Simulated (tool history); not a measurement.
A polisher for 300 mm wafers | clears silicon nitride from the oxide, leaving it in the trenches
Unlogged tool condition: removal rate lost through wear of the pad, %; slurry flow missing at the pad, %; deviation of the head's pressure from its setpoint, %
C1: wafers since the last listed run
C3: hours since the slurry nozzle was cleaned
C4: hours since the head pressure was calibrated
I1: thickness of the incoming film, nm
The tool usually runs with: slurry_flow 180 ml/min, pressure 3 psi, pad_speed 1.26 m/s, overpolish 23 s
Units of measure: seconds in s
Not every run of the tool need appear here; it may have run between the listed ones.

Run 1, hour 0: usual settings but slurry_flow 215 ml/min; C1 0; wafers polished on this pad 1212; C3 513.1; C4 1033.5; I1 90.5. Result: seconds 90.6 s.
Run 2, hour 17.3: usual settings but slurry_flow 215 ml/min; C1 95; wafers polished on this pad 1308; C3 530.4; C4 1050.8; I1 89.4. Result: seconds 91.1 s.
At hour 38.6: worn pad replaced by a new one.
Run 3, hour 44.1: usual settings but slurry_flow 215 ml/min; C1 126; wafers polished on this pad 30; C3 557.2; C4 1077.6; I1 91.6. Result: seconds 86.2 s.
Run 4, hour 73.4: usual settings; C1 162; wafers polished on this pad 192; C3 586.5; C4 1106.9; I1 89.5. Result: seconds 85.8 s.
Run 5, hour 105.2: usual settings; C1 176; wafers polished on this pad 369; C3 618.3; C4 1138.7; I1 91.4. Result: seconds 89.9 s.
Run 6, hour 119.3: usual settings but pressure 2.6 psi; C1 78; wafers polished on this pad 447; C3 632.4; C4 1152.8; I1 89.1. Result: seconds 103.5 s.
Run 7, hour 138.7: usual settings; C1 107; wafers polished on this pad 554; C3 651.8; C4 1172.2; I1 89.4. Result: seconds 90.3 s.
Run 8, hour 166.2: usual settings; C1 152; wafers polished on this pad 706; C3 679.3; C4 1199.7; I1 90.7. Result: seconds 92.4 s.
Run 9, hour 189.4: usual settings but pressure 2.5 psi, pad_speed 0.9 m/s, overpolish 34 s; C1 128; wafers polished on this pad 835; C3 702.5; C4 1222.9; I1 89.8. Result: seconds 158.5 s.
At hour 203.3: slurry nozzle cleaned.
Run 10, hour 206.8: usual settings; C1 90; wafers polished on this pad 926; C3 3.5; C4 1240.3; I1 91.1. Result: seconds 89.9 s.
Run 11, hour 220.7: usual settings but overpolish 30 s; C1 77; wafers polished on this pad 1003; C3 17.4; C4 1254.2; I1 90.4. Result: seconds 91.6 s.
At hour 239.4: head pressure recalibrated.
Run 12, hour 241: usual settings but pad_speed 1.7 m/s, overpolish 33 s; C1 101; wafers polished on this pad 1104; C3 37.7; C4 1.6; I1 90.3. Result: seconds 67.1 s.
Run 13, hour 270.7: usual settings but pad_speed 1.64 m/s, overpolish 14 s; C1 164; wafers polished on this pad 1269; C3 67.4; C4 31.3; I1 90.3. Result: seconds 71.6 s.
At hour 276.4: worn pad replaced by a new one.
Run 14, hour 302.8: usual settings but pressure 2.7 psi, pad_speed 1.68 m/s, overpolish 11 s; C1 155; wafers polished on this pad 146; C3 99.5; C4 63.4; I1 88.6. Result: seconds 68.2 s.
Run 15, hour 328.9: usual settings but slurry_flow 195 ml/min, pressure 3.9 psi, pad_speed 1.66 m/s, overpolish 28 s; C1 144; wafers polished on this pad 290; C3 125.6; C4 89.5; I1 90. Result: seconds 47.6 s.
Run 16, hour 361.1: usual settings; C1 178; wafers polished on this pad 469; C3 157.8; C4 121.7; I1 89.6. Result: seconds 84.9 s.

Branching from run 16: 5 alternative next runs. What would each branch give?
Run A, hour 361.6: usual settings but overpolish 14 s; C1 2; wafers polished on this pad 471; C3 158.3; C4 122.2; I1 90.6. Result: seconds ?.
Run B, hour 361.6: usual settings but slurry_flow 220 ml/min, pressure 2.3 psi, pad_speed 0.86 m/s, overpolish 30 s; C1 2; wafers polished on this pad 471; C3 158.3; C4 122.2; I1 90.6. Result: seconds ?.
Run C, hour 361.6: usual settings but overpolish 33 s; C1 2; wafers polished on this pad 471; C3 158.3; C4 122.2; I1 90.6. Result: seconds ?.
Run D, hour 361.6: usual settings but pad_speed 1.14 m/s; C1 2; wafers polished on this pad 471; C3 158.3; C4 122.2; I1 90.6. Result: seconds ?.
Run E, hour 361.6: usual settings but slurry_flow 135 ml/min, pressure 3.4 psi, pad_speed 0.94 m/s, overpolish 14 s; C1 2; wafers polished on this pad 471; C3 158.3; C4 122.2; I1 90.6. Result: seconds ?.

run  seconds
  A       85
  B    157.6
  C       85
  D       94
  E    106.6
What these runs would have given with no unlogged condition in the tool:
run  seconds
  A       83
  B    154.2
  C       83
  D     91.8
  E    103.7
